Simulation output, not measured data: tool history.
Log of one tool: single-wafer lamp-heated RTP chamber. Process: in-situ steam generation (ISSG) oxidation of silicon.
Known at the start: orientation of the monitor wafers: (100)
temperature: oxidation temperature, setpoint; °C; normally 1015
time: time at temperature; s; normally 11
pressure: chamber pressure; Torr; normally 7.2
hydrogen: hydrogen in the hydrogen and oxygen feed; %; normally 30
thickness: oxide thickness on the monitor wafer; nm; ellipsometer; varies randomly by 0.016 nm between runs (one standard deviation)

run    hour  temperature  time  pressure  hydrogen  wafers since the last listed run  wafers since the last pyrometer calibration  hours since the pressure gauge was zeroed  hours since the hydrogen flow controller was replaced  hours since the gauge calibration  read-back reference wafer on the same gauge, thickness  thickness
  1       0         1015    11       7.2        30                                 0                                         2147                                      713.7                                                 2625.9                              883.1                                                   5.877      4.978
  2    45.1         1015    14       7.2        30                               449                                         2596                                      758.8                                                   2671                              928.2                                                   5.883      5.547
  3   124.5         1015    11       7.2        30                               790                                         3387                                      838.2                                                 2750.4                             1007.6                                                   5.877      4.986
  4   201.1         1015    11       7.2        30                               762                                         4149                                      914.8                                                   2827                             1084.2                                                   5.876      4.982
      299.8  -- pyrometer window cleaned and pyrometer calibrated
  5   300.3         1015    11       7.2        32                               907                                            4                                       1014                                                 2926.2                             1183.4                                                   5.879      5.067
  6   343.4         1015    11       7.2        32                               429                                          433                                     1057.1                                                 2969.3                             1226.5                                                   5.882      5.075
  7   404.6         1015    11       7.2        32                               609                                         1043                                     1118.3                                                 3030.5                             1287.7                                                   5.875      5.071
  8     481         1015    11       7.2        30                               760                                         1803                                     1194.7                                                 3106.9                             1364.1                                                   5.873      4.978
  9     544         1015    11       7.2        30                               627                                         2430                                     1257.7                                                 3169.9                             1427.1                                                    5.88      4.982
 10   651.4         1015    11       6.9        30                              1069                                         3500                                     1365.1                                                 3277.3                             1534.5                                                   5.878      4.989
 11   748.2         1015    11       6.9        30                               963                                         4463                                     1461.9                                                 3374.1                             1631.3                                                   5.883      4.971
        819  -- pyrometer window cleaned and pyrometer calibrated
 12   841.3         1015    11       6.9        30                               847                                          222                                       1555                                                 3467.2                             1724.4                                                    5.88          5
      860.7  -- gauge calibrated
 13  1117.4         1015    11       7.2        30                              2748                                         2970                                     1831.1                                                 3743.3                              256.7                                                   5.883       4.96
 14  1208.3         1015    11       8.3        30                               904                                         3875                                       1922                                                 3834.2                              347.6                                                   5.882      4.976
 15  1254.1         1015    11       7.2        25                               455                                         4331                                     1967.8                                                   3880                              393.4                                                   5.886      4.718
     1323.8  -- hydrogen flow controller replaced
 16  1325.7         1015    13       7.2        30                               633                                         4965                                     2039.4                                                    1.9                                465                                                   5.874      5.335
     1351.3  -- pressure gauge zeroed
     1353.9  -- pyrometer window cleaned and pyrometer calibrated
 17  1423.7         1009     9         8        32                               870                                          694                                       72.4                                                   99.9                                563                                                   5.878      4.578

What does the tool deliver on the next run?
 18  1500.9         1005    14       6.9        30                               768                                         1463                                      149.6                                                  177.1                              640.2                                                       ?          ?

read-back reference wafer on the same gauge, thickness: 5.878
thickness: 5.322 nm
Take away the tool's hidden state, keep the run-to-run variation as it was, and the same run would have given thickness 5.322 nm.
